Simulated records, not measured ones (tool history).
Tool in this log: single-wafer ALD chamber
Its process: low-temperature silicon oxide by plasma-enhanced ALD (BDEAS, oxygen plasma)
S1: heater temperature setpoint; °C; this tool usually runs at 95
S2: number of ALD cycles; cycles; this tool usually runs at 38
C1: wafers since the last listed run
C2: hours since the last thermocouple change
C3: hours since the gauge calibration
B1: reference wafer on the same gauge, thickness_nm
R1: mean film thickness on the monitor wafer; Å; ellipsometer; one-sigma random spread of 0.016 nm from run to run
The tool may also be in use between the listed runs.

run,day,S1,S2,C1,C2,C3,B1,R1
1,0.000,104,35,0,1245.4,686.3,5.663,48.95
2,1.833,104,35,360,1289.4,730.3,5.663,48.88
3,3.846,104,35,395,1337.7,778.6,5.658,48.90
4,5.900,95,38,403,1387.0,827.9,5.657,54.18
5,8.004,95,38,413,1437.5,878.4,5.661,53.97
6,10.488,95,38,487,1497.1,938.0,5.659,53.95
7,11.850,83,38,267,1529.8,970.7,5.663,56.08
8,14.508,95,38,522,1593.6,1034.5,5.658,54.26
9,16.562,95,32,403,1642.9,1083.8,5.662,45.53
10,18.412,95,32,363,1687.3,1128.2,5.661,45.49
11,21.296,95,32,566,1756.5,1197.4,5.660,45.35
12,23.079,100,38,350,1799.3,1240.2,5.660,53.26
13,25.296,100,38,435,1852.5,1293.4,5.658,53.53
14,26.483,100,38,233,1881.0,1321.9,5.658,53.47
15,28.271,95,38,351,1923.9,1364.8,5.666,53.92
16,30.083,95,38,356,1967.4,1408.3,5.656,53.81
17,31.412,95,34,261,1999.3,1440.2,5.656,48.19
# day 33.912: thermocouple changed; heater temperature recalibrated
18,34.183,95,34,478,6.5,1506.7,5.664,48.86
19,36.442,95,38,443,60.7,1560.9,5.659,54.52
20,42.433,107,35,1177,204.5,1704.7,5.654,48.93
21,43.742,108,38,257,235.9,1736.1,5.665,52.75
# day 46.392: gauge calibrated
22,46.571,84,34,555,303.8,4.3,5.661,50.27
23,47.917,95,38,264,336.1,36.6,5.661,54.27
24,50.412,109,46,490,396.0,96.5,5.658,64.14
25,52.533,95,38,416,446.9,147.4,5.667,54.21
26,56.075,88,38,695,531.9,232.4,5.658,55.48
27,57.317,104,33,243,561.7,262.2,5.659,46.16
28,58.996,95,38,329,602.0,302.5,5.664,53.91
29,61.038,95,33,401,651.0,351.5,5.661,46.86
30,63.671,95,34,517,714.2,414.7,5.660,48.44
31,65.733,81,41,405,763.7,464.2,5.658,61.05
32,67.179,99,33,284,798.4,498.9,5.659,46.47
33,69.979,104,35,550,865.6,566.1,5.665,48.85
34,72.433,105,44,482,924.5,625.0,5.659,61.61
35,75.062,95,44,516,987.6,688.1,5.660,62.65
36,76.471,95,43,276,1021.4,721.9,5.659,61.30
37,81.071,100,31,903,1131.8,832.3,5.659,43.75
38,82.950,106,42,369,1176.9,877.4,5.663,58.87
39,85.550,95,38,510,1239.3,939.8,5.663,54.11

Describe how what the log doesn't record of the tool's condition differs between the last listed run preceding each entry between runs and the first listed run following it.
From run 17 to run 18: thermocouple changed; heater temperature recalibrated (day 33.912)
  wafer temperature above the value expected at the setpoint (K): 4.76 -> 0.315
  measured result minus the result with no hidden state, R1: -0.73 -> -0.05 Å
From run 21 to run 22: gauge calibrated (day 46.392)
  wafer temperature above the value expected at the setpoint (K): 1.92 -> 2.31
  measured result minus the result with no hidden state, R1: -0.17 -> -0.35 Å

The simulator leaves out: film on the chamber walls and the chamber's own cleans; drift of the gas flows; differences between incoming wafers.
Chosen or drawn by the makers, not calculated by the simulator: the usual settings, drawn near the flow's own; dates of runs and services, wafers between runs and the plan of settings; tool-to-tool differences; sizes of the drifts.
